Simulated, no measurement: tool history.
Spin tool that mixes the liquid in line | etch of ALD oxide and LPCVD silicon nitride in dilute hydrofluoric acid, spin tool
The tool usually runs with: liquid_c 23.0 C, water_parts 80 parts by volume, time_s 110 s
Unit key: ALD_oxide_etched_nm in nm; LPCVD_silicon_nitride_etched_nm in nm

run	hour	liquid_c	water_parts	time_s	read-back film thickness of the ALD oxide reference wafer, read on the same gauge (nm)	read-back film thickness of the LPCVD silicon nitride reference wafer, read on the same gauge (nm)	ALD_oxide_etched_nm	LPCVD_silicon_nitride_etched_nm
1	0.0	23.0	80	110	80.01	59.986	31.89	0.736
2	41.9	23.0	80	150	79.97	60.021	43.82	0.910
3	67.6	23.0	80	85	79.99	59.994	24.87	0.539
4	111.6	23.0	80	85	80.02	60.013	24.79	0.581
5	160.5	23.0	80	85	79.98	59.970	24.42	0.617
6	208.3	23.0	80	110	80.02	60.026	32.33	0.740
7	259.2	23.0	80	110	79.96	60.007	32.35	0.813
8	312.4	23.0	80	110	80.00	59.994	32.55	0.764
# hour 325.9: hydrofluoric acid flow meter replaced
9	336.8	27.0	80	170	80.00	59.978	51.84	1.405
10	371.4	23.0	80	110	79.96	60.031	27.94	0.640
# hour 392.1: gauge calibrated
11	442.3	23.0	80	110	80.00	59.988	27.85	0.635
12	477.0	23.0	105	75	79.96	59.972	14.13	0.367
# hour 514.5: thermometer replaced
13	517.3	26.0	95	80	80.04	59.981	19.29	0.485
14	543.1	20.5	65	45	80.00	60.015	12.84	0.273
15	567.2	23.0	50	95	79.99	60.021	41.27	0.875
16	615.0	21.5	80	140	80.01	59.972	34.87	0.841
17	685.4	21.0	80	85	80.03	59.993	20.49	0.446

Alternative continuations, all from the tool just after run 17; predict every row:
A	685.8	23.0	80	110	?	?	?	?
B	685.8	28.0	40	160	?	?	?	?
C	685.8	25.5	115	160	?	?	?	?
D	685.8	23.0	80	140	?	?	?	?

run	read-back film thickness of the ALD oxide reference wafer, read on the same gauge (nm)	read-back film thickness of the LPCVD silicon nitride reference wafer, read on the same gauge (nm)	ALD_oxide_etched_nm	LPCVD_silicon_nitride_etched_nm
A	79.95	59.965	28.49	0.670
B	79.95	59.965	106.97	2.686
C	79.95	59.965	30.51	0.803
D	79.95	59.965	36.26	0.853
Take away the tool's hidden state, keep each run's random variation, and the runs would have read:
run	ALD_oxide_etched_nm	LPCVD_silicon_nitride_etched_nm
A	27.71	0.654
B	104.14	2.620
C	29.64	0.784
D	35.27	0.832
